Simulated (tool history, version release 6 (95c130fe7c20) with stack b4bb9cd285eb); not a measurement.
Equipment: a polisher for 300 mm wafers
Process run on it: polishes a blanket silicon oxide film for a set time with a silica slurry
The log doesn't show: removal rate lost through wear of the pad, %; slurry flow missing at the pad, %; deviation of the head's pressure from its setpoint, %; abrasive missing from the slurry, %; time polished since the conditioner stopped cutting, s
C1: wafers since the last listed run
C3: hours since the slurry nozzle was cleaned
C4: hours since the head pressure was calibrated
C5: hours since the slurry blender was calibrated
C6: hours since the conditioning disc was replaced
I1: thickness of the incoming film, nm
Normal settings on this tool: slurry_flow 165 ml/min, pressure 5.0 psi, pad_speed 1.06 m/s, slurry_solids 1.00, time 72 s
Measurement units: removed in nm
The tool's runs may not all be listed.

{"run": 1, "hour": 0.0, "slurry_flow": 165, "pressure": 5.0, "pad_speed": 1.06, "slurry_solids": 1.0, "time": 72, "C1": 0, "wafers polished on this pad": 975, "C3": 541.8, "C4": 632.4, "C5": 193.5, "C6": 235.4, "I1": 1480.7, "removed": 243.4}
{"hour": 23.4, "done": "slurry blender recalibrated"}
{"run": 2, "hour": 23.9, "slurry_flow": 165, "pressure": 5.0, "pad_speed": 1.06, "slurry_solids": 1.0, "time": 72, "C1": 210, "wafers polished on this pad": 1185, "C3": 565.7, "C4": 656.3, "C5": 0.5, "C6": 259.3, "I1": 1446.8, "removed": 227.3}
{"run": 3, "hour": 50.4, "slurry_flow": 190, "pressure": 5.0, "pad_speed": 0.8, "slurry_solids": 0.8, "time": 88, "C1": 254, "wafers polished on this pad": 1439, "C3": 592.2, "C4": 682.8, "C5": 27.0, "C6": 285.8, "I1": 1473.4, "removed": 192.3}
{"run": 4, "hour": 70.9, "slurry_flow": 165, "pressure": 4.0, "pad_speed": 1.06, "slurry_solids": 1.0, "time": 72, "C1": 196, "wafers polished on this pad": 1636, "C3": 612.7, "C4": 703.3, "C5": 47.5, "C6": 306.3, "I1": 1483.4, "removed": 165.9}
{"run": 5, "hour": 86.3, "slurry_flow": 220, "pressure": 5.0, "pad_speed": 1.2, "slurry_solids": 0.75, "time": 72, "C1": 147, "wafers polished on this pad": 1784, "C3": 628.1, "C4": 718.7, "C5": 62.9, "C6": 321.7, "I1": 1468.4, "removed": 192.8}
{"hour": 99.2, "done": "slurry nozzle cleaned"}
{"hour": 106.5, "done": "conditioning disc replaced and pad reconditioned"}
{"run": 6, "hour": 107.2, "slurry_flow": 165, "pressure": 5.0, "pad_speed": 1.06, "slurry_solids": 1.0, "time": 72, "C1": 171, "wafers polished on this pad": 1955, "C3": 8.0, "C4": 739.6, "C5": 83.8, "C6": 0.7, "I1": 1453.6, "removed": 319.0}
{"hour": 126.2, "done": "worn pad replaced by a new one"}
{"run": 7, "hour": 135.2, "slurry_flow": 165, "pressure": 5.0, "pad_speed": 1.36, "slurry_solids": 1.0, "time": 91, "C1": 230, "wafers polished on this pad": 86, "C3": 36.0, "C4": 767.6, "C5": 111.8, "C6": 28.7, "I1": 1482.2, "removed": 492.3}
{"run": 8, "hour": 148.6, "slurry_flow": 165, "pressure": 4.1, "pad_speed": 1.18, "slurry_solids": 1.0, "time": 72, "C1": 128, "wafers polished on this pad": 215, "C3": 49.4, "C4": 781.0, "C5": 125.2, "C6": 42.1, "I1": 1467.4, "removed": 306.4}
{"hour": 161.1, "done": "head pressure recalibrated"}
{"run": 9, "hour": 167.7, "slurry_flow": 165, "pressure": 5.7, "pad_speed": 1.06, "slurry_solids": 1.0, "time": 72, "C1": 164, "wafers polished on this pad": 379, "C3": 68.5, "C4": 6.6, "C5": 144.3, "C6": 61.2, "I1": 1468.7, "removed": 343.8}
{"run": 10, "hour": 183.5, "slurry_flow": 185, "pressure": 5.9, "pad_speed": 0.7, "slurry_solids": 1.2, "time": 72, "C1": 151, "wafers polished on this pad": 530, "C3": 84.3, "C4": 22.4, "C5": 160.1, "C6": 77.0, "I1": 1439.8, "removed": 287.4}
{"run": 11, "hour": 206.6, "slurry_flow": 165, "pressure": 5.0, "pad_speed": 1.06, "slurry_solids": 1.25, "time": 88, "C1": 221, "wafers polished on this pad": 752, "C3": 107.4, "C4": 45.5, "C5": 183.2, "C6": 100.1, "I1": 1444.6, "removed": 427.0}
{"run": 12, "hour": 224.6, "slurry_flow": 165, "pressure": 5.0, "pad_speed": 1.06, "slurry_solids": 1.15, "time": 85, "C1": 172, "wafers polished on this pad": 925, "C3": 125.4, "C4": 63.5, "C5": 201.2, "C6": 118.1, "I1": 1468.0, "removed": 404.1}
{"run": 13, "hour": 238.0, "slurry_flow": 165, "pressure": 5.0, "pad_speed": 1.06, "slurry_solids": 1.0, "time": 72, "C1": 128, "wafers polished on this pad": 1053, "C3": 138.8, "C4": 76.9, "C5": 214.6, "C6": 131.5, "I1": 1448.8, "removed": 317.2}
{"run": 14, "hour": 260.0, "slurry_flow": 115, "pressure": 5.0, "pad_speed": 1.06, "slurry_solids": 1.0, "time": 72, "C1": 211, "wafers polished on this pad": 1264, "C3": 160.8, "C4": 98.9, "C5": 236.6, "C6": 153.5, "I1": 1465.1, "removed": 277.3}
{"hour": 271.0, "done": "slurry blender recalibrated"}
{"run": 15, "hour": 284.1, "slurry_flow": 215, "pressure": 3.2, "pad_speed": 1.06, "slurry_solids": 1.1, "time": 72, "C1": 212, "wafers polished on this pad": 1476, "C3": 184.9, "C4": 123.0, "C5": 13.1, "C6": 177.6, "I1": 1442.5, "removed": 268.7}
{"run": 16, "hour": 312.4, "slurry_flow": 165, "pressure": 5.0, "pad_speed": 1.06, "slurry_solids": 1.0, "time": 72, "C1": 271, "wafers polished on this pad": 1748, "C3": 213.2, "C4": 151.3, "C5": 41.4, "C6": 205.9, "I1": 1457.8, "removed": 311.7}
{"run": 17, "hour": 329.5, "slurry_flow": 165, "pressure": 5.0, "pad_speed": 1.06, "slurry_solids": 0.8, "time": 72, "C1": 164, "wafers polished on this pad": 1912, "C3": 230.3, "C4": 168.4, "C5": 58.5, "C6": 223.0, "I1": 1487.3, "removed": 268.5}
{"hour": 363.2, "done": "worn pad replaced by a new one"}
{"run": 18, "hour": 394.8, "slurry_flow": 165, "pressure": 6.2, "pad_speed": 1.06, "slurry_solids": 1.0, "time": 72, "C1": 588, "wafers polished on this pad": 303, "C3": 295.6, "C4": 233.7, "C5": 123.8, "C6": 288.3, "I1": 1446.2, "removed": 349.9}
{"run": 19, "hour": 418.0, "slurry_flow": 165, "pressure": 5.0, "pad_speed": 1.06, "slurry_solids": 1.0, "time": 72, "C1": 222, "wafers polished on this pad": 525, "C3": 318.8, "C4": 256.9, "C5": 147.0, "C6": 311.5, "I1": 1450.8, "removed": 301.7}
{"hour": 422.3, "done": "conditioning disc replaced and pad reconditioned"}
{"run": 20, "hour": 436.8, "slurry_flow": 190, "pressure": 3.5, "pad_speed": 1.06, "slurry_solids": 1.2, "time": 72, "C1": 161, "wafers polished on this pad": 686, "C3": 337.6, "C4": 275.7, "C5": 165.8, "C6": 14.5, "I1": 1442.3, "removed": 280.8}
{"run": 21, "hour": 455.9, "slurry_flow": 165, "pressure": 5.0, "pad_speed": 1.06, "slurry_solids": 1.0, "time": 72, "C1": 183, "wafers polished on this pad": 870, "C3": 356.7, "C4": 294.8, "C5": 184.9, "C6": 33.6, "I1": 1454.9, "removed": 298.6}
{"hour": 520.4, "done": "slurry blender recalibrated"}
{"run": 22, "hour": 540.3, "slurry_flow": 165, "pressure": 5.0, "pad_speed": 1.06, "slurry_solids": 1.0, "time": 64, "C1": 790, "wafers polished on this pad": 1660, "C3": 441.1, "C4": 379.2, "C5": 19.9, "C6": 118.0, "I1": 1472.5, "removed": 261.2}
{"run": 23, "hour": 560.3, "slurry_flow": 165, "pressure": 5.0, "pad_speed": 1.06, "slurry_solids": 1.0, "time": 72, "C1": 191, "wafers polished on this pad": 1852, "C3": 461.1, "C4": 399.2, "C5": 39.9, "C6": 138.0, "I1": 1456.2, "removed": 290.7}
{"hour": 589.9, "done": "worn pad replaced by a new one"}
{"run": 24, "hour": 590.4, "slurry_flow": 165, "pressure": 5.0, "pad_speed": 1.06, "slurry_solids": 1.0, "time": 86, "C1": 250, "wafers polished on this pad": 5, "C3": 491.2, "C4": 429.3, "C5": 70.0, "C6": 168.1, "I1": 1442.6, "removed": 346.0}

Alternative continuations, all from the tool just after run 24; predict every row:
{"run": "A", "hour": 590.8, "slurry_flow": 165, "pressure": 5.0, "pad_speed": 1.06, "slurry_solids": 1.0, "time": 72, "C1": 3, "wafers polished on this pad": 9, "C3": 491.6, "C4": 429.7, "C5": 70.4, "C6": 168.5, "I1": 1466.7, "removed": "?"}
{"run": "B", "hour": 590.8, "slurry_flow": 165, "pressure": 5.0, "pad_speed": 1.06, "slurry_solids": 1.2, "time": 72, "C1": 3, "wafers polished on this pad": 9, "C3": 491.6, "C4": 429.7, "C5": 70.4, "C6": 168.5, "I1": 1466.7, "removed": "?"}
{"run": "C", "hour": 590.8, "slurry_flow": 165, "pressure": 5.0, "pad_speed": 1.06, "slurry_solids": 0.7, "time": 72, "C1": 3, "wafers polished on this pad": 9, "C3": 491.6, "C4": 429.7, "C5": 70.4, "C6": 168.5, "I1": 1466.7, "removed": "?"}
{"run": "D", "hour": 590.8, "slurry_flow": 185, "pressure": 5.0, "pad_speed": 1.06, "slurry_solids": 1.0, "time": 72, "C1": 3, "wafers polished on this pad": 9, "C3": 491.6, "C4": 429.7, "C5": 70.4, "C6": 168.5, "I1": 1466.7, "removed": "?"}
{"run": "E", "hour": 590.8, "slurry_flow": 165, "pressure": 5.8, "pad_speed": 1.32, "slurry_solids": 1.0, "time": 72, "C1": 3, "wafers polished on this pad": 9, "C3": 491.6, "C4": 429.7, "C5": 70.4, "C6": 168.5, "I1": 1466.7, "removed": "?"}

run=A removed=280.5
run=B removed=307.9
run=C removed=222.2
run=D removed=290.9
run=E removed=367.3
Had the tool no hidden state, the same runs would have come out as:
run=A removed=311.5
run=B removed=341.9
run=C removed=246.7
run=D removed=318.6
run=E removed=407.8
